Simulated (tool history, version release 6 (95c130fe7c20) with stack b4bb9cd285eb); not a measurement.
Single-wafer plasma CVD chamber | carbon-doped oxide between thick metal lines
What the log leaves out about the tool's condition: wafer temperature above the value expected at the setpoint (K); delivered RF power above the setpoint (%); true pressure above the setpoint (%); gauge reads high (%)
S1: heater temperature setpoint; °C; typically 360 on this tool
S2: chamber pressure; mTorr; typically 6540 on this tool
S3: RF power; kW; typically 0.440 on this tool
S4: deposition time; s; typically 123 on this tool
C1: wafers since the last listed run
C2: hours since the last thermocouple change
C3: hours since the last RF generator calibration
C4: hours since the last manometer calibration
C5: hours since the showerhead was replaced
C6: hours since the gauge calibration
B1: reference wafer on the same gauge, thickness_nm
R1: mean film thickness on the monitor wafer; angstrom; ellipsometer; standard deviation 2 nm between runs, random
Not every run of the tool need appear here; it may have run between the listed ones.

| run | day | S1 | S2 | S3 | S4 | C1 | C2 | C3 | C4 | C5 | C6 | B1 | R1 |
|---|---|---|---|---|---|---|---|---|---|---|---|---|---|
| 1 | 0.000 | 372 | 6540 | 0.440 | 133 | 0 | 2480.7 | 789.7 | 1192.8 | 5177.7 | 166.2 | 585.195 | 6529.33 |
|  | 1.100 | capacitance manometer re-zeroed and calibrated |
| 2 | 4.733 | 372 | 6540 | 0.440 | 133 | 1064 | 2594.3 | 903.3 | 87.2 | 5291.3 | 279.8 | 585.246 | 6529.07 |
| 3 | 7.296 | 372 | 6540 | 0.440 | 133 | 619 | 2655.8 | 964.8 | 148.7 | 5352.8 | 341.3 | 585.889 | 6543.05 |
| 4 | 8.542 | 349 | 6540 | 0.440 | 123 | 301 | 2685.7 | 994.7 | 178.6 | 5382.7 | 371.2 | 585.147 | 6321.27 |
|  | 10.712 | showerhead replaced |
| 5 | 10.733 | 349 | 6540 | 0.440 | 123 | 449 | 2738.3 | 1047.3 | 231.2 | 0.5 | 423.8 | 584.269 | 6307.42 |
| 6 | 11.888 | 349 | 6540 | 0.440 | 123 | 279 | 2766.0 | 1075.0 | 258.9 | 28.2 | 451.5 | 585.529 | 6308.56 |
| 7 | 13.171 | 360 | 6540 | 0.490 | 140 | 310 | 2796.8 | 1105.8 | 289.7 | 59.0 | 482.3 | 585.107 | 7494.97 |
| 8 | 14.575 | 360 | 6540 | 0.490 | 140 | 339 | 2830.5 | 1139.5 | 323.4 | 92.7 | 516.0 | 585.586 | 7506.72 |
| 9 | 16.717 | 360 | 6540 | 0.490 | 140 | 517 | 2881.9 | 1190.9 | 374.8 | 144.1 | 567.4 | 584.524 | 7540.95 |
| 10 | 18.883 | 360 | 6540 | 0.440 | 106 | 523 | 2933.9 | 1242.9 | 426.8 | 196.1 | 619.4 | 585.239 | 5257.63 |
| 11 | 20.725 | 350 | 6540 | 0.440 | 116 | 445 | 2978.1 | 1287.1 | 471.0 | 240.3 | 663.6 | 585.259 | 5921.07 |
|  | 21.717 | RF generator calibrated |
| 12 | 21.925 | 360 | 7900 | 0.440 | 123 | 209 | 3006.9 | 5.0 | 499.8 | 269.1 | 692.4 | 585.162 | 6344.85 |
| 13 | 24.908 | 350 | 6540 | 0.440 | 116 | 721 | 3078.5 | 76.6 | 571.4 | 340.7 | 764.0 | 584.993 | 5973.19 |
| 14 | 26.979 | 370 | 7800 | 0.440 | 111 | 500 | 3128.2 | 126.3 | 621.1 | 390.4 | 813.7 | 585.084 | 5639.62 |
| 15 | 28.079 | 360 | 6540 | 0.440 | 123 | 266 | 3154.6 | 152.7 | 647.5 | 416.8 | 840.1 | 584.852 | 6251.32 |
| 16 | 29.083 | 360 | 5540 | 0.440 | 123 | 242 | 3178.7 | 176.8 | 671.6 | 440.9 | 864.2 | 585.709 | 6078.23 |
| 17 | 31.054 | 356 | 7960 | 0.510 | 109 | 476 | 3226.0 | 224.1 | 718.9 | 488.2 | 911.5 | 585.107 | 6244.72 |
|  | 33.529 | thermocouple changed; heater temperature recalibrated |
| 18 | 33.550 | 360 | 6540 | 0.440 | 123 | 522 | 0.5 | 284.0 | 778.8 | 548.1 | 971.4 | 583.997 | 6240.64 |
| 19 | 35.767 | 360 | 6540 | 0.440 | 123 | 536 | 53.7 | 337.2 | 832.0 | 601.3 | 1024.6 | 585.750 | 6234.32 |
| 20 | 38.038 | 347 | 4960 | 0.365 | 134 | 549 | 108.2 | 391.7 | 886.5 | 655.8 | 1079.1 | 585.335 | 5809.20 |
| 21 | 40.967 | 360 | 6540 | 0.525 | 123 | 708 | 178.5 | 462.0 | 956.8 | 726.1 | 1149.4 | 584.844 | 6988.14 |
| 22 | 43.054 | 365 | 5500 | 0.365 | 111 | 504 | 228.6 | 512.1 | 1006.9 | 776.2 | 1199.5 | 584.565 | 4713.09 |
| 23 | 45.658 | 347 | 6540 | 0.440 | 100 | 629 | 291.1 | 574.6 | 1069.4 | 838.7 | 1262.0 | 584.773 | 5205.58 |
| 24 | 48.054 | 360 | 6540 | 0.440 | 123 | 579 | 348.6 | 632.1 | 1126.9 | 896.2 | 1319.5 | 584.956 | 6217.69 |
| 25 | 50.846 | 351 | 8040 | 0.350 | 101 | 675 | 415.6 | 699.1 | 1193.9 | 963.2 | 1386.5 | 584.152 | 4495.97 |
|  | 53.342 | capacitance manometer re-zeroed and calibrated |
| 26 | 53.362 | 360 | 6540 | 0.440 | 123 | 528 | 476.0 | 759.5 | 0.5 | 1023.6 | 1446.9 | 585.603 | 6203.08 |
| 27 | 54.433 | 347 | 6540 | 0.440 | 100 | 258 | 501.7 | 785.2 | 26.2 | 1049.3 | 1472.6 | 585.311 | 5192.28 |
| 28 | 56.758 | 364 | 5080 | 0.440 | 109 | 562 | 557.5 | 841.0 | 82.0 | 1105.1 | 1528.4 | 585.144 | 5228.07 |
| 29 | 58.375 | 350 | 6540 | 0.440 | 116 | 390 | 596.3 | 879.8 | 120.8 | 1143.9 | 1567.2 | 586.174 | 5961.93 |

For some of the steps in R1 from one run to the next: how much would appear even if the tool had no hidden state, given the settings, what came in and random variation, and how much remains for the hidden state plus any gauge scatter that the measured result and the result without hidden state don't share?
Run 9 -> 10: S3 0.490 -> 0.440, S4 140 -> 106. R1 -2283.32 angstrom: hidden state +15.17, all else -2298.49.
Run 10 -> 11: S1 360 -> 350, S4 106 -> 116. R1 +663.44 angstrom: hidden state -22.13, all else +685.57.
Run 11 -> 12: S1 350 -> 360, S2 6540 -> 7900, S4 116 -> 123, RF generator calibrated. R1 +423.78 angstrom: hidden state +119.47, all else +304.31.
Run 21 -> 22: S1 360 -> 365, S2 6540 -> 5500, S3 0.525 -> 0.365, S4 123 -> 111. R1 -2275.05 angstrom: hidden state +1.37, all else -2276.42.
